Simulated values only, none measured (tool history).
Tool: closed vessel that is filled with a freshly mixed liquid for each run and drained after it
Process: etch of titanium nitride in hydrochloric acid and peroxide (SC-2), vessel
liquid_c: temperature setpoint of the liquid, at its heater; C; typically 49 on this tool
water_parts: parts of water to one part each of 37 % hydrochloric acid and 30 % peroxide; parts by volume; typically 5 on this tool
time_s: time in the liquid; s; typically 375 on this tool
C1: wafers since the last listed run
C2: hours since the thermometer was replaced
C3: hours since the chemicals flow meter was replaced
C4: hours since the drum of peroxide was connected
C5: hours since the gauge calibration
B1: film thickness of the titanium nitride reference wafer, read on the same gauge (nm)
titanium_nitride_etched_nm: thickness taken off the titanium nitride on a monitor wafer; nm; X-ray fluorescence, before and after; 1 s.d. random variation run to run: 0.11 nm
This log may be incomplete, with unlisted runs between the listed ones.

Run 1, day 0: usual settings; C1 0; C2 463.3; C3 342.6; C4 607.5; C5 246.6; B1 60.02. Result: titanium_nitride_etched_nm 17.15 nm.
At day 2.362: new drum of peroxide connected.
Run 2, day 3.275: usual settings; C1 5433; C2 541.9; C3 421.2; C4 21.9; C5 325.2; B1 60. Result: titanium_nitride_etched_nm 17.69 nm.
At day 5.229: thermometer replaced.
Run 3, day 5.858: usual settings but water_parts 6 parts by volume; C1 4270; C2 15.1; C3 483.2; C4 83.9; C5 387.2; B1 59.99. Result: titanium_nitride_etched_nm 14.64 nm.
Run 4, day 9.771: usual settings but water_parts 6 parts by volume; C1 6574; C2 109; C3 577.1; C4 177.8; C5 481.1; B1 59.98. Result: titanium_nitride_etched_nm 14.79 nm.
Run 5, day 12.158: usual settings but water_parts 6 parts by volume; C1 4011; C2 166.3; C3 634.4; C4 235.1; C5 538.4; B1 60. Result: titanium_nitride_etched_nm 14.86 nm.
Run 6, day 15.321: usual settings but time_s 425 s; C1 5314; C2 242.2; C3 710.3; C4 311; C5 614.3; B1 60.01. Result: titanium_nitride_etched_nm 19.74 nm.
Run 7, day 17.842: usual settings but time_s 425 s; C1 4235; C2 302.7; C3 770.8; C4 371.5; C5 674.8; B1 59.98. Result: titanium_nitride_etched_nm 19.79 nm.
Run 8, day 20.3: usual settings; C1 4130; C2 361.7; C3 829.8; C4 430.5; C5 733.8; B1 60. Result: titanium_nitride_etched_nm 17.57 nm.
Run 9, day 23.733: usual settings; C1 5769; C2 444.1; C3 912.2; C4 512.9; C5 816.2; B1 60. Result: titanium_nitride_etched_nm 17.93 nm.
Run 10, day 25.688: usual settings; C1 3283; C2 491; C3 959.1; C4 559.8; C5 863.1; B1 60.01. Result: titanium_nitride_etched_nm 17.86 nm.
At day 28.429: new drum of peroxide connected.
Run 11, day 29.15: usual settings but water_parts 4 parts by volume; C1 5748; C2 574.1; C3 1042.2; C4 17.3; C5 946.2; B1 60.01. Result: titanium_nitride_etched_nm 21.14 nm.
At day 30.983: chemicals flow meter replaced.
Run 12, day 33.242: usual settings but water_parts 6.5 parts by volume, time_s 200 s; C1 6805; C2 672.3; C3 54.2; C4 115.5; C5 1044.4; B1 60. Result: titanium_nitride_etched_nm 7.74 nm.
At day 34.25: thermometer replaced.
Run 13, day 34.812: usual settings but water_parts 5.5 parts by volume; C1 2569; C2 13.5; C3 91.9; C4 153.2; C5 1082.1; B1 60.02. Result: titanium_nitride_etched_nm 15.26 nm.
Run 14, day 37.712: usual settings but water_parts 5.5 parts by volume; C1 4873; C2 83.1; C3 161.5; C4 222.8; C5 1151.7; B1 60. Result: titanium_nitride_etched_nm 15.27 nm.
At day 41.846: gauge calibrated.
Run 15, day 41.896: usual settings but water_parts 6 parts by volume; C1 7029; C2 183.5; C3 261.9; C4 323.2; C5 1.2; B1 59.98. Result: titanium_nitride_etched_nm 14.68 nm.
Run 16, day 48.742: usual settings but liquid_c 39.5 C; C1 11503; C2 347.8; C3 426.2; C4 487.5; C5 165.5; B1 60.02. Result: titanium_nitride_etched_nm 8.94 nm.
Run 17, day 53.567: usual settings but liquid_c 53 C; C1 8107; C2 463.6; C3 542; C4 603.3; C5 281.3; B1 60.01. Result: titanium_nitride_etched_nm 22.63 nm.
Run 18, day 56.146: usual settings but liquid_c 45.5 C, water_parts 6 parts by volume, time_s 230 s; C1 4333; C2 525.5; C3 603.9; C4 665.2; C5 343.2; B1 59.97. Result: titanium_nitride_etched_nm 7.5 nm.
At day 57.775: new drum of peroxide connected.
Run 19, day 58.825: usual settings but liquid_c 52 C, water_parts 4 parts by volume, time_s 150 s; C1 4432; C2 589.8; C3 668.2; C4 25.2; C5 407.5; B1 60.02. Result: titanium_nitride_etched_nm 10.21 nm.
At day 60.467: thermometer replaced.
Run 20, day 61.742: usual settings but time_s 185 s; C1 4831; C2 30.6; C3 738.2; C4 95.2; C5 477.5; B1 59.99. Result: titanium_nitride_etched_nm 8.32 nm.
Run 21, day 65.758: usual settings but liquid_c 41.5 C, water_parts 4 parts by volume, time_s 155 s; C1 6749; C2 127; C3 834.6; C4 191.6; C5 573.9; B1 59.97. Result: titanium_nitride_etched_nm 4.94 nm.
Run 22, day 67.783: usual settings but liquid_c 40.5 C, water_parts 4 parts by volume, time_s 500 s; C1 3402; C2 175.6; C3 883.2; C4 240.2; C5 622.5; B1 60. Result: titanium_nitride_etched_nm 14.82 nm.
Run 23, day 69.933: usual settings but liquid_c 41.5 C, water_parts 4 parts by volume, time_s 155 s; C1 3612; C2 227.2; C3 934.8; C4 291.8; C5 674.1; B1 60.02. Result: titanium_nitride_etched_nm 5.01 nm.
Run 24, day 72.696: usual settings but water_parts 4 parts by volume, time_s 520 s; C1 4642; C2 293.5; C3 1001.1; C4 358.1; C5 740.4; B1 60. Result: titanium_nitride_etched_nm 28.43 nm.
Run 25, day 74.871: usual settings but water_parts 4 parts by volume, time_s 550 s; C1 3654; C2 345.7; C3 1053.3; C4 410.3; C5 792.6; B1 59.99. Result: titanium_nitride_etched_nm 30.13 nm.
Run 26, day 77.8: usual settings but time_s 475 s; C1 4922; C2 416; C3 1123.6; C4 480.6; C5 862.9; B1 60.01. Result: titanium_nitride_etched_nm 22.75 nm.
At day 78.55: chemicals flow meter replaced.
Run 27, day 80.704: usual settings but water_parts 6 parts by volume; C1 4810; C2 485.7; C3 51.7; C4 550.3; C5 932.6; B1 60.01. Result: titanium_nitride_etched_nm 14.7 nm.
Run 28, day 83.967: usual settings; C1 5482; C2 564; C3 130; C4 628.6; C5 1010.9; B1 59.99. Result: titanium_nitride_etched_nm 17.51 nm.

Branching from run 28: 4 alternative next runs. What would each branch give?
Run A, day 84: usual settings but liquid_c 44 C; C1 56; C2 564.8; C3 130.8; C4 629.4; C5 1011.7; B1 ?. Result: titanium_nitride_etched_nm ?.
Run B, day 84: usual settings but water_parts 5.5 parts by volume, time_s 265 s; C1 56; C2 564.8; C3 130.8; C4 629.4; C5 1011.7; B1 ?. Result: titanium_nitride_etched_nm ?.
Run C, day 84: usual settings but liquid_c 44.5 C, time_s 585 s; C1 56; C2 564.8; C3 130.8; C4 629.4; C5 1011.7; B1 ?. Result: titanium_nitride_etched_nm ?.
Run D, day 84: usual settings but liquid_c 54.5 C, time_s 185 s; C1 56; C2 564.8; C3 130.8; C4 629.4; C5 1011.7; B1 ?. Result: titanium_nitride_etched_nm ?.

run  B1  titanium_nitride_etched_nm
  A  60                       12.48
  B  60                       11.55
  C  60                       20.15
  D  60                       12.39
Without the tool's hidden state the same runs would have given:
run  titanium_nitride_etched_nm
  A                       11.55
  B                       10.71
  C                       18.65
  D                       11.51
